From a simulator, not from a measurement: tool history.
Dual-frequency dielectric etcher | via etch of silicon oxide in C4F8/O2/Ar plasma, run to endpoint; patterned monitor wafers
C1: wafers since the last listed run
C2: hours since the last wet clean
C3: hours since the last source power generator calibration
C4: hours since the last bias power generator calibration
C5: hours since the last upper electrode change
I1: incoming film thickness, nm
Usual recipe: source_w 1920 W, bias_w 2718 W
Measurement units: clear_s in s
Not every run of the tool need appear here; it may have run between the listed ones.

run 1 day=0 | source_w=1920 bias_w=2718 | C1=0 C2=385.5 C3=2277.8 C4=4899.7 C5=2777.8 | I1=1911.1 | clear_s=384.9
run 2 day=0.417 | source_w=1920 bias_w=2718 | C1=48 C2=395.5 C3=2287.8 C4=4909.7 C5=2787.8 | I1=1927.1 | clear_s=387.9
run 3 day=0.708 | source_w=2210 bias_w=2718 | C1=33 C2=402.5 C3=2294.8 C4=4916.7 C5=2794.8 | I1=1923.4 | clear_s=377
run 4 day=1.417 | source_w=2170 bias_w=2528 | C1=82 C2=419.5 C3=2311.8 C4=4933.7 C5=2811.8 | I1=1940.5 | clear_s=390.9
run 5 day=2.204 | source_w=2170 bias_w=2528 | C1=91 C2=438.4 C3=2330.7 C4=4952.6 C5=2830.7 | I1=1907.8 | clear_s=383.4
run 6 day=2.854 | source_w=2170 bias_w=2528 | C1=75 C2=454 C3=2346.3 C4=4968.2 C5=2846.3 | I1=1921 | clear_s=386.6
run 7 day=3.175 | source_w=1920 bias_w=2718 | C1=37 C2=461.7 C3=2354 C4=4975.9 C5=2854 | I1=1908.6 | clear_s=388.1
run 8 day=3.908 | source_w=1920 bias_w=2718 | C1=85 C2=479.3 C3=2371.6 C4=4993.5 C5=2871.6 | I1=1905.1 | clear_s=386.7
run 9 day=4.183 | source_w=1920 bias_w=2718 | C1=32 C2=485.9 C3=2378.2 C4=5000.1 C5=2878.2 | I1=1933.5 | clear_s=394.2
-- day=5.05 source power generator calibrated
run 10 day=5.071 | source_w=1920 bias_w=3168 | C1=83 C2=507.2 C3=0.5 C4=5021.4 C5=2899.5 | I1=1922.2 | clear_s=377
run 11 day=5.471 | source_w=2240 bias_w=2413 | C1=46 C2=516.8 C3=10.1 C4=5031 C5=2909.1 | I1=1926.3 | clear_s=390.3
-- day=6.729 wet clean of the chamber
-- day=7.575 upper electrode replaced
-- day=7.621 bias power generator calibrated
run 12 day=7.642 | source_w=1600 bias_w=3087 | C1=32 C2=21.9 C3=62.2 C4=0.5 C5=1.6 | I1=1919.4 | clear_s=376.6
run 13 day=7.662 | source_w=1920 bias_w=2718 | C1=2 C2=22.4 C3=62.7 C4=1 C5=2.1 | I1=1926.2 | clear_s=375.5
run 14 day=7.679 | source_w=2080 bias_w=2207 | C1=1 C2=22.8 C3=63.1 C4=1.4 C5=2.5 | I1=1917.2 | clear_s=384.7
run 15 day=7.696 | source_w=1790 bias_w=3318 | C1=1 C2=23.2 C3=63.5 C4=1.8 C5=2.9 | I1=1925.4 | clear_s=361.3
run 16 day=7.758 | source_w=1920 bias_w=2718 | C1=7 C2=24.7 C3=65 C4=3.3 C5=4.4 | I1=1934.4 | clear_s=376.3

Run 17, settings as shown, results not yet in. Your forecast:
run 17 day=9.096 | source_w=2280 bias_w=2718 | C1=155 C2=56.8 C3=97.1 C4=35.4 C5=36.5 | I1=1929.1 | clear_s=?

{"run 17": {"clear_s": 360.2}}
Without the tool's hidden state the same run would have given clear_s 361.5 s.
